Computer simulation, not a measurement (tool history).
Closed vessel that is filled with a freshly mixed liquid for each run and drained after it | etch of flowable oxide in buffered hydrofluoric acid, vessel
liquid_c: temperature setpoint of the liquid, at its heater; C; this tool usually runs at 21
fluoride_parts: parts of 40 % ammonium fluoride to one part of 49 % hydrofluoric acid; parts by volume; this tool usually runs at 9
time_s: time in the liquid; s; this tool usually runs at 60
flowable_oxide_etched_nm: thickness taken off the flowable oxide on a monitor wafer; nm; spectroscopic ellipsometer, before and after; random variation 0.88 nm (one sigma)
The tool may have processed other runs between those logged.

run	day	liquid_c	fluoride_parts	time_s	wafers since the last listed run	hours since the thermometer was replaced	hours since the hydrofluoric acid flow meter was replaced	hours since the gauge calibration	read-back film thickness of the flowable oxide reference wafer, read on the same gauge (nm)	flowable_oxide_etched_nm
1	0	21	9	60	0	703.9	641.3	320.4	130.01	126.06
2	1.358	21	10.5	60	4122	736.5	673.9	353	129.99	113.21
3	1.812	21	10.5	60	1378	747.4	684.8	363.9	129.97	113.44
# day 2.367: thermometer replaced
4	2.479	21	10.5	60	1896	2.7	700.8	379.9	129.95	113.41
5	2.817	21	9	60	1024	10.8	708.9	388	129.98	126.78
6	3.292	21	9	60	1441	22.2	720.3	399.4	130	127.11
7	3.792	21	9	60	1517	34.2	732.3	411.4	129.98	127.38
8	4.254	21	9	60	1403	45.3	743.4	422.5	129.99	126.2
9	4.621	21	9	60	1112	54.1	752.2	431.3	130	126.65
10	4.95	21	9	60	998	62	760.1	439.2	129.97	124.7
11	5.529	21	9	60	1757	75.9	774	453.1	129.99	128.88
12	6.112	21	9	60	1770	89.9	788	467.1	130.02	127.56
13	6.388	18.5	9	90	834	96.5	794.6	473.7	129.98	163.43
14	6.708	24	9	60	973	104.2	802.3	481.4	129.96	150.53
15	7.117	21	9	60	1239	114	812.1	491.2	130	126.88
# day 7.221: gauge calibrated
16	7.725	21	9	60	1846	128.6	826.7	12.1	129.98	128.1
17	8.388	17	9	60	2010	144.5	842.6	28	129.98	100.88
# day 8.833: hydrofluoric acid flow meter replaced
18	9.096	21	9	60	2023	161.5	6.3	45	130.01	126.27
19	9.596	25.5	12.5	50	1517	173.5	18.3	57	130	102.89
20	10.046	21	9	35	1365	184.3	29.1	67.8	130.01	74.49
21	10.617	23	9	60	1732	198	42.8	81.5	129.97	141.24
22	10.867	26	9	35	758	204	48.8	87.5	130.03	97.67
23	11.271	19.5	10	90	1226	213.7	58.5	97.2	130.02	165.15
24	11.733	21	9	60	1403	224.8	69.6	108.3	129.98	126.69
25	12.167	21	9	60	1315	235.2	80	118.7	130	126.35
26	12.654	21	9	60	1479	246.9	91.7	130.4	130	126.97
27	13.083	19	7	60	1302	257.2	102	140.7	130	149.34
28	13.45	21	9	60	1112	266	110.8	149.5	129.98	126.97
29	13.829	21	9	60	1150	275.1	119.9	158.6	129.98	126.55
30	14.458	21	7	60	1909	290.2	135	173.7	130.06	166.27
31	15.183	21	11.5	60	2200	307.6	152.4	191.1	130.01	104.39
32	15.629	23	6.5	30	1352	318.3	163.1	201.8	129.97	98.98
33	15.896	24.5	10.5	60	809	324.7	169.5	208.2	129.95	136.34
34	16.588	21	9	60	2098	341.3	186.1	224.8	130.04	126.44

Consider 3 possible next runs. They are alternatives, not a sequence: every one starts from the tool as it was left by run 34. What does each give?
A	16.617	21	9	60	88	342	186.8	225.5	?	?
B	16.617	18.5	10	35	88	342	186.8	225.5	?	?
C	16.617	19	10	60	88	342	186.8	225.5	?	?

run	read-back film thickness of the flowable oxide reference wafer, read on the same gauge (nm)	flowable_oxide_etched_nm
A	129.98	127.35
B	129.98	60.43
C	129.98	106.55
Take away the tool's hidden state, keep each run's random variation, and the runs would have read:
run	flowable_oxide_etched_nm
A	127.35
B	60.43
C	106.55

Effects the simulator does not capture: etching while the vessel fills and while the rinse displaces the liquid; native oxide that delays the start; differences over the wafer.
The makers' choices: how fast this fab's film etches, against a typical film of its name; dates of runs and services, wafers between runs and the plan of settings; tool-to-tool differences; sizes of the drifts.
